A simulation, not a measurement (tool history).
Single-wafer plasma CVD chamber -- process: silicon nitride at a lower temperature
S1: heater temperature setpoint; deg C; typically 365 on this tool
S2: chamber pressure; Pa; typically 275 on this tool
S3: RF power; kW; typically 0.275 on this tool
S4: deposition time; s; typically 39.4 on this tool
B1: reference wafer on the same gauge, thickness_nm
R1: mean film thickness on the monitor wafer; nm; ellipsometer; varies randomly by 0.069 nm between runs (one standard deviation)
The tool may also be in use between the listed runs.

run    day   S1   S2     S3    S4      B1      R1
  1      0  356  275  0.275  39.4  43.208  42.735
  2  0.542  356  275  0.275  39.4  43.201  42.775
  3  1.046  374  275  0.275  39.4  43.214  42.521
  4  1.767  365  275  0.275  39.4  43.191  42.484
     2.604  -- RF generator calibrated
  5  2.625  365  275  0.275  39.4  43.211  44.893
  6  2.638  365  275  0.275  39.4  43.212  45.051
  7  2.946  365  275  0.275  39.4  43.194  44.892
  8  3.521  365  275  0.275  39.4   43.19  44.838
  9  4.154  360  304   0.22    44  43.206  43.942
     4.692  -- thermocouple changed; heater temperature recalibrated
 10  4.712  365  275  0.275  39.4  43.227  44.839
 11  4.792  365  275  0.275  39.4  43.183  44.964
     5.662  -- capacitance manometer re-zeroed and calibrated
 12  5.683  365  275  0.275  39.4  43.211  44.864
     6.417  -- showerhead replaced
 13  6.438  365  275   0.26  45.2  43.208  49.345
 14   6.45  354  247  0.275  39.4  43.206  43.569
 15   7.05  350  275   0.29  39.4  43.209  46.774
 16  7.633  357  331   0.23  34.8  43.201  36.607
 17  8.283  365  275  0.275  39.4  43.186  44.809
 18  8.575  372  275  0.275  32.8  43.184  37.258
     8.958  -- gauge calibrated
 19  9.104  370  243  0.275  39.4  43.211  42.911

Run 20 is up next; what results do you expect?
 20  9.829  365  275  0.275  39.4   ?   ?

B1: 43.183
R1: 44.785 nm
Take away the tool's hidden state, keep the run-to-run variation as it was, and the same run would have given R1 45.737 nm.

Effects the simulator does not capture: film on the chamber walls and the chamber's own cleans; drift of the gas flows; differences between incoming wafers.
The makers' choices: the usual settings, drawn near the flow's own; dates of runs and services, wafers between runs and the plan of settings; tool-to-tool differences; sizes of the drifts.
